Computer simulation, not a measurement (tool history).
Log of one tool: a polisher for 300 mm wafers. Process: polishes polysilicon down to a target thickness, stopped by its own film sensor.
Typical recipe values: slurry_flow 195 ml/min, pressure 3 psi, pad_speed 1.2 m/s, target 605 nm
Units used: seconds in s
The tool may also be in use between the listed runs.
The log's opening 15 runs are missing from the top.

run   hour  slurry_flow  pressure  pad_speed  target  wafers since the last listed run  wafers polished on this pad  hours since the slurry nozzle was cleaned  hours since the head pressure was calibrated  incoming thickness of the incoming film, nm  seconds
 16  257.6          195         3        1.2     605                               248                          528                                      213.1                                        1417.3                                       1052.4     35.9
       263  -- head pressure recalibrated
 17  264.1          180       2.4        1.2     605                                72                          600                                      219.6                                           1.1                                       1046.7     41.9
 18  270.6          180       2.4        1.2     605                               104                          705                                      226.1                                           7.6                                       1037.5     40.1
 19  279.1          180       2.4        1.2     605                               137                          843                                      234.6                                          16.1                                       1072.2     43.1
     288.2  -- slurry nozzle cleaned
 20  296.2          195         3        1.2     605                               259                         1102                                          8                                          33.2                                       1052.6     34.8
 21  308.5          235       3.4       0.86     605                               198                         1301                                       20.3                                          45.5                                         1038     35.6
 22  319.2          195         3        1.2     605                               172                         1474                                         31                                          56.2                                       1061.9     35.3
     336.8  -- worn pad replaced by a new one
 23  337.3          260       2.5        1.2     734                               227                            7                                       49.1                                          74.3                                       1059.9       28
 24  343.6          195         3        1.2     605                               101                          109                                       55.4                                          80.6                                         1041     35.3
 25  358.6          145         3       1.34     605                               242                          351                                       70.4                                          95.6                                       1066.9     34.5
 26    368          195         3        1.2     605                               151                          503                                       79.8                                           105                                       1039.8       33
 27  382.5          245         3       1.58     559                               234                          737                                       94.3                                         119.5                                         1066     32.5
 28  390.9          225       2.1        1.2     605                               135                          872                                      102.7                                         127.9                                       1041.1     44.9
 29  399.3          255       2.7        1.6     739                               135                         1008                                      111.1                                         136.3                                       1056.9     21.3
 30  412.9          145       2.1        1.2     605                               219                         1227                                      124.7                                         149.9                                       1066.7     51.6
 31  429.8          195       2.4        1.2     535                               272                         1500                                      141.6                                         166.8                                       1045.5     48.1
     441.2  -- worn pad replaced by a new one
 32  441.7          195       2.5        1.2     557                               127                            7                                      153.5                                         178.7                                       1068.5     45.8
 33  456.1          195         3        1.2     649                               232                          240                                      167.9                                         193.1                                       1046.9       32
 34  468.9          195         3        1.2     605                               206                          446                                      180.7                                         205.9                                       1049.7     34.5
 35  485.5          195         3        1.2     605                               267                          714                                      197.3                                         222.5                                       1055.4     35.5
 36  496.9          195         3       1.62     674                               184                          898                                      208.7                                         233.9                                         1041     24.1
 37    505          195       2.2        1.2     605                               130                         1029                                      216.8                                           242                                       1054.6     45.5
 38  512.3          195         3        1.2     605                               117                         1147                                      224.1                                         249.3                                         1047     34.4

Forecast each of these 3 alternatives for the next run:
  A  512.7          195         3        1.2     605                                 6                         1153                                      224.5                                         249.7                                       1062.9        ?
  B  512.7          140       2.7       1.58     713                                 6                         1153                                      224.5                                         249.7                                       1062.9        ?
  C  512.7          255         3       0.94     605                                 6                         1153                                      224.5                                         249.7                                       1062.9        ?

run  seconds
  A     35.5
  B     26.4
  C     39.5
Stripped of hidden state, with their random variation kept, the same runs would have yielded:
run  seconds
  A     35.5
  B     26.4
  C     39.5
